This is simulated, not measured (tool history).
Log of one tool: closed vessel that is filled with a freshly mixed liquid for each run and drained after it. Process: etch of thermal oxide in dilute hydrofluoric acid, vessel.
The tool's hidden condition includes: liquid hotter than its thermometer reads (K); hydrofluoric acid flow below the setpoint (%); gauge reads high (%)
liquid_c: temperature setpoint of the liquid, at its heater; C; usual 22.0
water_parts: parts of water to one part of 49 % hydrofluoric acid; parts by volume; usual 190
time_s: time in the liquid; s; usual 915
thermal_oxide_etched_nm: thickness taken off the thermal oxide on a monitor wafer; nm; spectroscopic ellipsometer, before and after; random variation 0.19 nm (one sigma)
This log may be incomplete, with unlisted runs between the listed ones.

| run | hour | liquid_c | water_parts | time_s | wafers since the last listed run | hours since the thermometer was replaced | hours since the hydrofluoric acid flow meter was replaced | hours since the gauge calibration | read-back film thickness of the thermal oxide reference wafer, read on the same gauge (nm) | thermal_oxide_etched_nm |
|---|---|---|---|---|---|---|---|---|---|---|
| 1 | 0.0 | 22.0 | 190 | 915 | 0 | 1743.3 | 1318.7 | 88.5 | 129.98 | 21.21 |
| 2 | 37.6 | 22.0 | 190 | 915 | 2198 | 1780.9 | 1356.3 | 126.1 | 130.00 | 21.61 |
| 3 | 140.8 | 22.0 | 190 | 915 | 6033 | 1884.1 | 1459.5 | 229.3 | 129.99 | 20.81 |
| 4 | 197.0 | 22.0 | 190 | 915 | 3285 | 1940.3 | 1515.7 | 285.5 | 130.00 | 21.39 |
| 5 | 241.7 | 22.0 | 190 | 915 | 2613 | 1985.0 | 1560.4 | 330.2 | 130.03 | 20.90 |
| 6 | 316.0 | 19.5 | 190 | 505 | 4343 | 2059.3 | 1634.7 | 404.5 | 129.96 | 10.80 |
| 7 | 360.0 | 19.5 | 190 | 505 | 2572 | 2103.3 | 1678.7 | 448.5 | 130.01 | 10.51 |
| 8 | 433.6 | 22.0 | 190 | 915 | 4302 | 2176.9 | 1752.3 | 522.1 | 130.03 | 21.27 |
| 9 | 479.5 | 25.0 | 120 | 1170 | 2683 | 2222.8 | 1798.2 | 568.0 | 130.01 | 52.53 |
|  | 525.0 | hydrofluoric acid flow meter replaced |
|  | 536.3 | gauge calibrated |
| 10 | 587.5 | 23.5 | 245 | 1165 | 6255 | 2330.8 | 62.5 | 51.2 | 130.05 | 21.14 |
|  | 621.6 | thermometer replaced |
| 11 | 628.4 | 22.0 | 190 | 915 | 2332 | 6.8 | 103.4 | 92.1 | 129.98 | 21.33 |
| 12 | 681.7 | 23.5 | 260 | 1115 | 3116 | 60.1 | 156.7 | 145.4 | 129.99 | 18.54 |
| 13 | 754.8 | 17.0 | 275 | 1460 | 4273 | 133.2 | 229.8 | 218.5 | 130.02 | 17.69 |
| 14 | 828.5 | 17.5 | 190 | 915 | 4308 | 206.9 | 303.5 | 292.2 | 130.00 | 17.93 |

3 options for the next run, each taken on its own from the tool as it stands now. Forecast them:
| A | 829.4 | 22.0 | 190 | 915 | 52 | 207.8 | 304.4 | 293.1 | ? | ? |
| B | 829.4 | 27.0 | 235 | 545 | 52 | 207.8 | 304.4 | 293.1 | ? | ? |
| C | 829.4 | 24.0 | 250 | 750 | 52 | 207.8 | 304.4 | 293.1 | ? | ? |

| run | read-back film thickness of the thermal oxide reference wafer, read on the same gauge (nm) | thermal_oxide_etched_nm |
|---|---|---|
| A | 129.97 | 21.14 |
| B | 129.97 | 11.64 |
| C | 129.97 | 13.33 |
With the hidden condition removed and each run's random variation left untouched, the same runs would have given:
| run | thermal_oxide_etched_nm |
|---|---|
| A | 21.14 |
| B | 11.64 |
| C | 13.33 |
